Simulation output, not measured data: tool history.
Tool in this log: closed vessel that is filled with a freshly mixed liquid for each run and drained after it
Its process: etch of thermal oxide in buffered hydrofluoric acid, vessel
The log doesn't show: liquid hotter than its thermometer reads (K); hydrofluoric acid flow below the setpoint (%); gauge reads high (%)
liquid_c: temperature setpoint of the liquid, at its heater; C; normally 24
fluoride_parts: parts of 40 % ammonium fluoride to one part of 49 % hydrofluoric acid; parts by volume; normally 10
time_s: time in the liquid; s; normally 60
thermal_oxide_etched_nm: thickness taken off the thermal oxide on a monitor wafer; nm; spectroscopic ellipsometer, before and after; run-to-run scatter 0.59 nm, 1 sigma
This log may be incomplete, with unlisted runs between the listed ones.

run,hour,liquid_c,fluoride_parts,time_s,wafers since the last listed run,hours since the thermometer was replaced,hours since the hydrofluoric acid flow meter was replaced,hours since the gauge calibration,"read-back film thickness of the thermal oxide reference wafer, read on the same gauge (nm)",thermal_oxide_etched_nm
1,0,27,12,60,0,683.3,348.5,319.9,40.01,75.19
2,102,27,12,60,6618,785.3,450.5,421.9,40.03,75.28
# hour 144.6: thermometer replaced
# hour 183.1: hydrofluoric acid flow meter replaced
3,196,24,10,60,5969,51.4,12.9,515.9,40.05,70.96
4,299.2,24,10,60,6696,154.6,116.1,619.1,40.03,70.36
5,363,24,10,60,4139,218.4,179.9,682.9,40.02,71.74
6,605.7,24,10,60,15747,461.1,422.6,925.6,40.01,74.35
7,699.1,24,10,60,6060,554.5,516,1019,40,74.81
# hour 711.8: hydrofluoric acid flow meter replaced
8,794.4,24,10,60,6118,649.8,82.6,1114.3,40.02,76.06
9,847.1,24,8.5,60,3419,702.5,135.3,1167,39.99,85.95
10,926,28,10,60,5119,781.4,214.2,1245.9,39.95,95.91
11,1021.8,28,10,60,6215,877.2,310,1341.7,40.02,95.96
# hour 1037: thermometer replaced
12,1110.4,28,10,60,5683,73.4,398.6,1430.3,39.99,86.72
13,1207.2,25.5,13.5,60,6280,170.2,495.4,1527.1,40,56.62
14,1311.5,24,7,85,6767,274.5,599.7,1631.4,40,142.3
# hour 1376.3: hydrofluoric acid flow meter replaced
15,1528.4,24,10,60,14008,491.4,152.1,1848.3,40.02,74.49
16,1600.2,27.5,9,50,4658,563.2,223.9,1920.1,40,79.91
17,1707.6,24,10,60,6968,670.6,331.3,2027.5,40.03,75.39
# hour 1723.2: gauge calibrated
18,1787.5,24,10,60,5184,750.5,411.2,64.3,40.01,76.74
# hour 1795.8: thermometer replaced
19,1831.3,24,12,60,2777,35.5,455,108.1,40,57.6
20,1868.7,24,13.5,60,2426,72.9,492.4,145.5,40,51.89
21,1958.7,24,10,60,5839,162.9,582.4,235.5,40.01,70.27
# hour 1979.8: hydrofluoric acid flow meter replaced
22,2023.8,20,14,35,4159,228,44,300.6,39.99,24.46
23,2238.9,21,7,60,13956,443.1,259.1,515.7,40.01,87.88
24,2345.8,20,12.5,30,6936,550,366,622.6,40.01,23.91
25,2429.3,24,10,60,5417,633.5,449.5,706.1,39.99,75.75

Selected run-to-run steps in thermal_oxide_etched_nm, each split into two signed amounts: the part the tool would show with no hidden state at all (from settings, incoming material and random variation), and the remainder, which goes to the hidden state together with any gauge scatter not common to the measured and the hidden-state-free results:
Run 11 -> 12: thermometer replaced. thermal_oxide_etched_nm -9.24 nm: hidden state -9.41, all else +0.17.
Run 13 -> 14: liquid_c 25.5 -> 24, fluoride_parts 13.5 -> 7, time_s 60 -> 85. thermal_oxide_etched_nm +85.68 nm: hidden state +4.22, all else +81.46.
Run 14 -> 15: fluoride_parts 7 -> 10, time_s 85 -> 60, hydrofluoric acid flow meter replaced. thermal_oxide_etched_nm -67.81 nm: hidden state -0.79, all else -67.02.
Run 18 -> 19: fluoride_parts 10 -> 12, thermometer replaced. thermal_oxide_etched_nm -19.14 nm: hidden state -6.81, all else -12.33.
